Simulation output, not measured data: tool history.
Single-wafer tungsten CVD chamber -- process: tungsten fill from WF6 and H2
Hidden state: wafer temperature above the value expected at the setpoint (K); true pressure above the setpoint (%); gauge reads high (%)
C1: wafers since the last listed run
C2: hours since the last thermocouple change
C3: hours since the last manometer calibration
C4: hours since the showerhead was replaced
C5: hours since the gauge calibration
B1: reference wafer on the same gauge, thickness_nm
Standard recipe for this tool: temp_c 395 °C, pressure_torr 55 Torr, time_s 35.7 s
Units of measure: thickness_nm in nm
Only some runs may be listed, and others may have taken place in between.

Run 1, hour 0: usual settings but temp_c 402 °C; C1 0; C2 1651.6; C3 2414.9; C4 2165.2; C5 98.1; B1 109.991. Result: thickness_nm 150.438 nm.
Run 2, hour 7: usual settings but temp_c 402 °C; C1 135; C2 1658.6; C3 2421.9; C4 2172.2; C5 105.1; B1 110.021. Result: thickness_nm 149.893 nm.
Run 3, hour 15.7: usual settings but temp_c 402 °C; C1 168; C2 1667.3; C3 2430.6; C4 2180.9; C5 113.8; B1 110.008. Result: thickness_nm 149.998 nm.
Run 4, hour 21.8: usual settings but pressure_torr 46.9 Torr, time_s 31.2 s; C1 117; C2 1673.4; C3 2436.7; C4 2187; C5 119.9; B1 109.988. Result: thickness_nm 102.572 nm.
Run 5, hour 30.1: usual settings but pressure_torr 46.9 Torr, time_s 31.2 s; C1 160; C2 1681.7; C3 2445; C4 2195.3; C5 128.2; B1 110.01. Result: thickness_nm 102.433 nm.
Run 6, hour 54.1: usual settings but time_s 39.2 s; C1 463; C2 1705.7; C3 2469; C4 2219.3; C5 152.2; B1 110.012. Result: thickness_nm 143.223 nm.
Run 7, hour 70.3: usual settings but time_s 39.2 s; C1 313; C2 1721.9; C3 2485.2; C4 2235.5; C5 168.4; B1 109.969. Result: thickness_nm 143.29 nm.
Run 8, hour 77.7: usual settings but temp_c 388 °C, pressure_torr 63 Torr; C1 143; C2 1729.3; C3 2492.6; C4 2242.9; C5 175.8; B1 110.013. Result: thickness_nm 121.889 nm.
Run 9, hour 85.3: usual settings but temp_c 388 °C, pressure_torr 63 Torr; C1 146; C2 1736.9; C3 2500.2; C4 2250.5; C5 183.4; B1 109.998. Result: thickness_nm 122.121 nm.
Run 10, hour 91.6: usual settings but temp_c 388 °C, pressure_torr 63 Torr; C1 121; C2 1743.2; C3 2506.5; C4 2256.8; C5 189.7; B1 109.981. Result: thickness_nm 121.694 nm.
Run 11, hour 104.3: usual settings; C1 245; C2 1755.9; C3 2519.2; C4 2269.5; C5 202.4; B1 110.009. Result: thickness_nm 130.618 nm.
Run 12, hour 111.7: usual settings; C1 143; C2 1763.3; C3 2526.6; C4 2276.9; C5 209.8; B1 109.979. Result: thickness_nm 130.133 nm.
Run 13, hour 133: usual settings; C1 411; C2 1784.6; C3 2547.9; C4 2298.2; C5 231.1; B1 110.035. Result: thickness_nm 130.329 nm.
Run 14, hour 141.5: usual settings but time_s 41.3 s; C1 164; C2 1793.1; C3 2556.4; C4 2306.7; C5 239.6; B1 109.964. Result: thickness_nm 150.945 nm.
Run 15, hour 147.9: usual settings but pressure_torr 49.3 Torr, time_s 32 s; C1 123; C2 1799.5; C3 2562.8; C4 2313.1; C5 246; B1 110.025. Result: thickness_nm 108.91 nm.

Run 16 is up next; what results do you expect?
At hour 155.4: gauge calibrated.
Run 16, hour 160.2: usual settings but pressure_torr 49.5 Torr, time_s 38.3 s; C1 237; C2 1811.8; C3 2575.1; C4 2325.4; C5 4.8; B1 ?. Result: thickness_nm ?.

Run 16 came out at B1 109.983, thickness_nm 130.877 nm.
Were there no unlogged condition in the tool, this run, its random variation unchanged, would have produced thickness_nm 128.927 nm.
